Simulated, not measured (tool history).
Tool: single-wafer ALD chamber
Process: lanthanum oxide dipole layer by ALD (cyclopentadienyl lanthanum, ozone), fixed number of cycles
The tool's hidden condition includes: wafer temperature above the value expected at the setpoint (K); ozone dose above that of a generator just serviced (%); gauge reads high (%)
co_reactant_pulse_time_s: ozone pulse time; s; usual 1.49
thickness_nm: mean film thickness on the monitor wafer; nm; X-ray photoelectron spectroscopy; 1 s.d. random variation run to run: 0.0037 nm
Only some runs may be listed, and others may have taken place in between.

run	hour	co_reactant_pulse_time_s	wafers since the last listed run	hours since the last thermocouple change	hours since the last ozone generator service	hours since the showerhead was replaced	hours since the gauge calibration	read-back reference wafer on the same gauge, thickness_nm	thickness_nm
1	0	1.76	0	928.6	121.6	2736.9	1153.6	0.686	0.619
2	33	1.05	733	961.6	154.6	2769.9	1186.6	0.69	0.588
3	66.8	1.05	750	995.4	188.4	2803.7	1220.4	0.687	0.588
4	124	1.05	1270	1052.6	245.6	2860.9	1277.6	0.686	0.591
5	270.9	1.49	3263	1199.5	392.5	3007.8	1424.5	0.688	0.611
6	333.3	1.49	1386	1261.9	454.9	3070.2	1486.9	0.687	0.61
7	381	1.49	1059	1309.6	502.6	3117.9	1534.6	0.689	0.606
8	492.8	1.49	2484	1421.4	614.4	3229.7	1646.4	0.685	0.606
9	529.4	1.49	813	1458	651	3266.3	1683	0.687	0.606
10	574.6	1.94	1004	1503.2	696.2	3311.5	1728.2	0.687	0.625
11	620.9	1.78	1028	1549.5	742.5	3357.8	1774.5	0.686	0.616
12	671.6	1.49	1126	1600.2	793.2	3408.5	1825.2	0.686	0.609
13	727.1	1.49	1233	1655.7	848.7	3464	1880.7	0.689	0.602
14	788.8	1.49	1370	1717.4	910.4	3525.7	1942.4	0.686	0.605
15	849	1.95	1337	1777.6	970.6	3585.9	2002.6	0.687	0.619
# hour 899.2: showerhead replaced
16	899.7	1.95	948	1828.3	1021.3	0.5	2053.3	0.685	0.623
17	954	0.9	1206	1882.6	1075.6	54.8	2107.6	0.687	0.567
# hour 996.3: ozone generator serviced
18	1005	1.49	955	1933.6	8.7	105.8	2158.6	0.689	0.617
19	1051.4	1.01	1030	1980	55.1	152.2	2205	0.689	0.596
20	1116.9	0.96	1455	2045.5	120.6	217.7	2270.5	0.688	0.583
21	1158.6	2.04	926	2087.2	162.3	259.4	2312.2	0.689	0.632
# hour 1182.6: thermocouple changed; heater temperature recalibrated
22	1222.6	1.49	1244	40	226.3	323.4	2376.2	0.685	0.616
# hour 1245.9: gauge calibrated
23	1292.6	2.03	1555	110	296.3	393.4	46.7	0.686	0.628
24	1351.3	1.86	1304	168.7	355	452.1	105.4	0.688	0.621
25	1409.9	1.75	1302	227.3	413.6	510.7	164	0.686	0.617
26	1444.6	2.07	770	262	448.3	545.4	198.7	0.686	0.623
27	1478	0.91	742	295.4	481.7	578.8	232.1	0.687	0.575
28	1522.8	1.09	995	340.2	526.5	623.6	276.9	0.686	0.584
29	1558.3	1.13	788	375.7	562	659.1	312.4	0.688	0.583
30	1615.1	1.49	1262	432.5	618.8	715.9	369.2	0.689	0.609
31	1670.7	1.26	1235	488.1	674.4	771.5	424.8	0.688	0.594
32	1734.1	1.98	1408	551.5	737.8	834.9	488.2	0.688	0.623
33	1789.3	2.05	1226	606.7	793	890.1	543.4	0.686	0.623
34	1966.6	1.69	3939	784	970.3	1067.4	720.7	0.687	0.613
# hour 2007.3: ozone generator serviced
35	2023	1.49	1075	840.4	15.7	1123.8	777.1	0.685	0.621

How would selected steps in thickness_nm from run to run divide? Give the signed amount a tool lacking its hidden state would still show from settings, what came in and random variation, and the signed amount left for the hidden state, including any gauge scatter that is not in both of the compared results.
Run 16 -> 17: co_reactant_pulse_time_s 1.95 -> 0.9. thickness_nm -0.056 nm: hidden state -0.011, all else -0.045.
Run 17 -> 18: co_reactant_pulse_time_s 0.9 -> 1.49, ozone generator serviced. thickness_nm +0.05 nm: hidden state +0.023, all else +0.027.
Run 20 -> 21: co_reactant_pulse_time_s 0.96 -> 2.04. thickness_nm +0.049 nm: hidden state +0.002, all else +0.047.
Run 34 -> 35: co_reactant_pulse_time_s 1.69 -> 1.49, ozone generator serviced. thickness_nm +0.008 nm: hidden state +0.015, all else -0.007.
